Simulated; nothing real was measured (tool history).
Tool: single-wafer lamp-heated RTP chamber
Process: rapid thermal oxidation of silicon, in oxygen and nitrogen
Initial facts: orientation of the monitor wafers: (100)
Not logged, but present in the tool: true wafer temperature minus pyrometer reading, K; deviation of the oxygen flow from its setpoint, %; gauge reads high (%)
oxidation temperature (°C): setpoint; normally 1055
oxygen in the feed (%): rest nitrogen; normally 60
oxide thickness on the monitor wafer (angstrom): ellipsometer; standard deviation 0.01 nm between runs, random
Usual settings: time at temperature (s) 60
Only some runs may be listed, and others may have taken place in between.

run,hour,oxidation temperature (°C),time at temperature (s),oxygen in the feed (%),wafers since the last listed run,wafers since the last pyrometer calibration,hours since the oxygen flow controller was replaced,hours since the gauge calibration,"read-back reference wafer on the same gauge, thickness",oxide thickness on the monitor wafer (angstrom)
1,0,1055,60,60,0,3346,4431.1,684.6,6.872,69.89
2,27.7,1055,60,60,275,3622,4458.8,712.3,6.87,70.15
# hour 38.7: pyrometer window cleaned and pyrometer calibrated
3,57.5,1037,60,48,216,187,4488.6,742.1,6.872,56.58
4,84.8,1037,60,48,271,458,4515.9,769.4,6.869,56.59
5,293.4,1055,60,60,2075,2533,4724.5,978,6.873,69.59
6,351.1,1055,60,60,574,3107,4782.2,1035.7,6.871,69.96
7,380.4,1055,60,60,291,3399,4811.5,1065,6.87,70.08
8,444.2,1055,60,60,634,4034,4875.3,1128.8,6.874,70.1
# hour 453.2: pyrometer window cleaned and pyrometer calibrated
9,507.1,1041,60,60,546,536,4938.2,1191.7,6.871,63.04
10,661.4,1041,60,60,1534,2071,5092.5,1346,6.868,63.16
11,719.4,1076,60,60,576,2648,5150.5,1404,6.869,79.91
12,751.8,1055,60,60,322,2970,5182.9,1436.4,6.865,69.76
13,805.2,1055,60,60,531,3502,5236.3,1489.8,6.864,69.93
14,858.2,1055,60,60,527,4029,5289.3,1542.8,6.87,70.32
# hour 877.5: gauge calibrated
15,914.9,1055,84,84,564,4593,5346,37.4,6.871,92.48
# hour 938.2: pyrometer window cleaned and pyrometer calibrated
16,981.5,1055,60,60,582,430,5412.6,104,6.866,69.18
17,1031.4,1055,46,37,496,927,5462.5,153.9,6.869,52.24
18,1070.3,1083,60,51,386,1314,5501.4,192.8,6.873,78.81
19,1120.8,1080,81,60,502,1816,5551.9,243.3,6.87,93.74
# hour 1151.3: oxygen flow controller replaced
20,1259.1,1055,60,60,1296,3112,107.8,381.6,6.873,69.75
21,1299,1055,37,47,396,3509,147.7,421.5,6.866,52.11
22,1344.1,1055,73,60,448,3958,192.8,466.6,6.87,76.66

The next listed run, before its measurement:
23,1372.1,1055,60,69,278,4237,220.8,494.6,?,?

Run 23 measured read-back reference wafer on the same gauge, thickness 6.868, oxide thickness on the monitor wafer (angstrom) 73.69.
The same run, on a tool lacking any hidden state, would have yielded oxide thickness on the monitor wafer (angstrom) 72.5.

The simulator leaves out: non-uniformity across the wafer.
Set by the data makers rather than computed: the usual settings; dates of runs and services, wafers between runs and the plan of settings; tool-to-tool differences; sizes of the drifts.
